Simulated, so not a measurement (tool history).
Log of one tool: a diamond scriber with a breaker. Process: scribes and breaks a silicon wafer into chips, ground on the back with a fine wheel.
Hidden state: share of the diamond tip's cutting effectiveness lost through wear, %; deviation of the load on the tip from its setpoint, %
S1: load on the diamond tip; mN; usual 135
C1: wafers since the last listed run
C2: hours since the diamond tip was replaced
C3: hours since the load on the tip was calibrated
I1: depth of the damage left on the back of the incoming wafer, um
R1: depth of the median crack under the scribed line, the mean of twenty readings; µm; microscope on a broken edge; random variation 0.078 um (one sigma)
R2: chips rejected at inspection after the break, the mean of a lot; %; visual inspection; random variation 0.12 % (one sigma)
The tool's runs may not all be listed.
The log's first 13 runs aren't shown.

run 14 hour=165.3 | S1=135 | C1=61 C2=438.5 C3=644.1 | I1=2.05 | R1=9.46 R2=4.11
-- hour=175.8 load on the tip recalibrated
run 15 hour=177.9 | S1=135 | C1=37 C2=451.1 C3=2.1 | I1=2.04 | R1=8.09 R2=2.4
run 16 hour=188.7 | S1=135 | C1=38 C2=461.9 C3=12.9 | I1=1.79 | R1=8.17 R2=2.33
run 17 hour=195.8 | S1=135 | C1=25 C2=469 C3=20 | I1=2.05 | R1=8.14 R2=2.6
run 18 hour=213 | S1=135 | C1=60 C2=486.2 C3=37.2 | I1=1.67 | R1=8.1 R2=2.17
run 19 hour=224.7 | S1=135 | C1=41 C2=497.9 C3=48.9 | I1=2.74 | R1=8.09 R2=3.75
run 20 hour=234.3 | S1=102 | C1=34 C2=507.5 C3=58.5 | I1=2.39 | R1=5.96 R2=15.69
run 21 hour=244 | S1=161 | C1=34 C2=517.2 C3=68.2 | I1=2.85 | R1=9.71 R2=6.63
run 22 hour=258.4 | S1=146 | C1=51 C2=531.6 C3=82.6 | I1=2.59 | R1=8.85 R2=3.81
run 23 hour=273.3 | S1=101 | C1=52 C2=546.5 C3=97.5 | I1=2.21 | R1=5.81 R2=15.71
run 24 hour=282.5 | S1=170 | C1=32 C2=555.7 C3=106.7 | I1=2.78 | R1=10.37 R2=8.32
run 25 hour=293.7 | S1=135 | C1=39 C2=566.9 C3=117.9 | I1=2.87 | R1=8.28 R2=4.03
run 26 hour=301.9 | S1=135 | C1=29 C2=575.1 C3=126.1 | I1=1.7 | R1=8.2 R2=2.11
run 27 hour=310.2 | S1=153 | C1=29 C2=583.4 C3=134.4 | I1=1.6 | R1=9.28 R2=3.66
-- hour=314.8 diamond tip replaced by a new one
run 28 hour=317.8 | S1=135 | C1=19 C2=3 C3=142 | I1=2.02 | R1=8.16 R2=2.31
run 29 hour=324 | S1=107 | C1=21 C2=9.2 C3=148.2 | I1=2.96 | R1=6.31 R2=13.82
run 30 hour=339 | S1=113 | C1=53 C2=24.2 C3=163.2 | I1=2.8 | R1=6.73 R2=9.64
run 31 hour=350.1 | S1=149 | C1=39 C2=35.3 C3=174.3 | I1=2.15 | R1=8.99 R2=3.46
run 32 hour=364 | S1=148 | C1=49 C2=49.2 C3=188.2 | I1=2.94 | R1=9.03 R2=4.42
run 33 hour=373.5 | S1=135 | C1=33 C2=58.7 C3=197.7 | I1=2.23 | R1=8.16 R2=2.65
run 34 hour=381.6 | S1=135 | C1=28 C2=66.8 C3=205.8 | I1=2.91 | R1=8.13 R2=4.17
run 35 hour=398.3 | S1=110 | C1=59 C2=83.5 C3=222.5 | I1=1.98 | R1=6.58 R2=7.92
run 36 hour=412.2 | S1=108 | C1=49 C2=97.4 C3=236.4 | I1=2.58 | R1=6.46 R2=11.41
run 37 hour=425.2 | S1=110 | C1=46 C2=110.4 C3=249.4 | I1=3 | R1=6.51 R2=12.03

5 ways to go on from here, each from the tool as it stands after run 37. What would each give?
run A hour=425.7 | S1=135 | C1=1 C2=110.9 C3=249.9 | I1=1.55 | R1=? R2=?
run B hour=425.7 | S1=162 | C1=1 C2=110.9 C3=249.9 | I1=1.55 | R1=? R2=?
run C hour=425.7 | S1=154 | C1=1 C2=110.9 C3=249.9 | I1=1.55 | R1=? R2=?
run D hour=425.7 | S1=169 | C1=1 C2=110.9 C3=249.9 | I1=1.55 | R1=? R2=?
run E hour=425.7 | S1=118 | C1=1 C2=110.9 C3=249.9 | I1=1.55 | R1=? R2=?

run=A R1=8.26 R2=2.03
run=B R1=9.92 R2=6.23
run=C R1=9.45 R2=4.4
run=D R1=10.33 R2=8.07
run=E R1=7.13 R2=4.05
Without the tool's hidden state the same runs would have given:
run=A R1=8.12 R2=2.02
run=B R1=9.75 R2=5.52
run=C R1=9.28 R2=3.87
run=D R1=10.15 R2=7.23
run=E R1=7 R2=4.61

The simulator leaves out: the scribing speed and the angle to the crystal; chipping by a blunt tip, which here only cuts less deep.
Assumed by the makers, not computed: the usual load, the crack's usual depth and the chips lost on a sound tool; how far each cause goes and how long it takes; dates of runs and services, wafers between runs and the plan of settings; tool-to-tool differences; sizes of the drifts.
